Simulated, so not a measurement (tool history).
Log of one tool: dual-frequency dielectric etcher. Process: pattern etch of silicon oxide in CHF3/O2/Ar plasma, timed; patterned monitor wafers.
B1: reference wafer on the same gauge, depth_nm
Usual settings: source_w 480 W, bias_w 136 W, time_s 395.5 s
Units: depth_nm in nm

run 1 day=0.000 | source_w=480 bias_w=136 time_s=395.5 | B1=539.3 | depth_nm=636.6
run 2 day=0.929 | source_w=480 bias_w=136 time_s=395.5 | B1=539.2 | depth_nm=635.3
run 3 day=2.004 | source_w=480 bias_w=136 time_s=395.5 | B1=539.0 | depth_nm=635.2
run 4 day=3.121 | source_w=480 bias_w=136 time_s=395.5 | B1=538.9 | depth_nm=633.8
run 5 day=4.146 | source_w=480 bias_w=136 time_s=395.5 | B1=538.9 | depth_nm=634.9
run 6 day=5.262 | source_w=480 bias_w=136 time_s=395.5 | B1=538.9 | depth_nm=634.7
run 7 day=5.921 | source_w=480 bias_w=136 time_s=395.5 | B1=539.0 | depth_nm=633.4
-- day=6.983 gauge calibrated
run 8 day=8.746 | source_w=480 bias_w=136 time_s=395.5 | B1=538.8 | depth_nm=633.6
run 9 day=10.167 | source_w=480 bias_w=136 time_s=395.5 | B1=539.1 | depth_nm=631.6
run 10 day=10.892 | source_w=410 bias_w=136 time_s=356.5 | B1=539.1 | depth_nm=530.5
-- day=11.967 bias power generator calibrated
-- day=12.254 wet clean of the chamber
run 11 day=12.275 | source_w=480 bias_w=154 time_s=395.5 | B1=538.8 | depth_nm=654.4
run 12 day=12.767 | source_w=480 bias_w=154 time_s=395.5 | B1=539.2 | depth_nm=655.0
-- day=14.371 source power generator calibrated
-- day=14.371 upper electrode replaced
run 13 day=14.392 | source_w=480 bias_w=136 time_s=289.5 | B1=538.9 | depth_nm=461.1
run 14 day=15.112 | source_w=480 bias_w=136 time_s=395.5 | B1=539.3 | depth_nm=632.6
run 15 day=16.054 | source_w=590 bias_w=127 time_s=359.0 | B1=539.3 | depth_nm=614.2
run 16 day=16.946 | source_w=480 bias_w=150 time_s=289.0 | B1=538.9 | depth_nm=474.2
run 17 day=17.725 | source_w=430 bias_w=136 time_s=395.5 | B1=539.0 | depth_nm=599.7
run 18 day=18.850 | source_w=480 bias_w=136 time_s=395.5 | B1=539.1 | depth_nm=630.9
run 19 day=19.833 | source_w=480 bias_w=136 time_s=348.5 | B1=538.8 | depth_nm=554.8
run 20 day=20.808 | source_w=560 bias_w=123 time_s=365.0 | B1=538.9 | depth_nm=603.8
run 21 day=22.142 | source_w=550 bias_w=136 time_s=442.0 | B1=539.3 | depth_nm=746.3
run 22 day=23.033 | source_w=590 bias_w=146 time_s=291.5 | B1=539.0 | depth_nm=517.8
run 23 day=24.442 | source_w=560 bias_w=107 time_s=341.5 | B1=538.9 | depth_nm=542.8
run 24 day=25.375 | source_w=420 bias_w=169 time_s=482.5 | B1=539.0 | depth_nm=772.1
run 25 day=26.662 | source_w=480 bias_w=136 time_s=292.0 | B1=538.8 | depth_nm=463.3
run 26 day=27.975 | source_w=480 bias_w=136 time_s=395.5 | B1=538.9 | depth_nm=628.3
run 27 day=28.633 | source_w=480 bias_w=136 time_s=395.5 | B1=539.1 | depth_nm=626.7
run 28 day=29.267 | source_w=480 bias_w=136 time_s=395.5 | B1=538.9 | depth_nm=626.3
run 29 day=30.575 | source_w=510 bias_w=121 time_s=467.5 | B1=538.8 | depth_nm=735.2
run 30 day=31.154 | source_w=480 bias_w=158 time_s=395.5 | B1=538.9 | depth_nm=656.4
run 31 day=32.533 | source_w=480 bias_w=136 time_s=395.5 | B1=539.5 | depth_nm=626.1

3 ways to go on from here, each from the tool as it stands after run 31. What would each give?
run A day=32.554 | source_w=480 bias_w=136 time_s=495.5 | B1=? | depth_nm=?
run B day=32.554 | source_w=550 bias_w=154 time_s=438.5 | B1=? | depth_nm=?
run C day=32.554 | source_w=550 bias_w=167 time_s=465.0 | B1=? | depth_nm=?

run=A B1=539.1 depth_nm=783.8
run=B B1=539.1 depth_nm=764.1
run=C B1=539.1 depth_nm=830.6
Without the tool's hidden state the same runs would have given:
run=A depth_nm=789.4
run=B depth_nm=769.5
run=C depth_nm=836.5
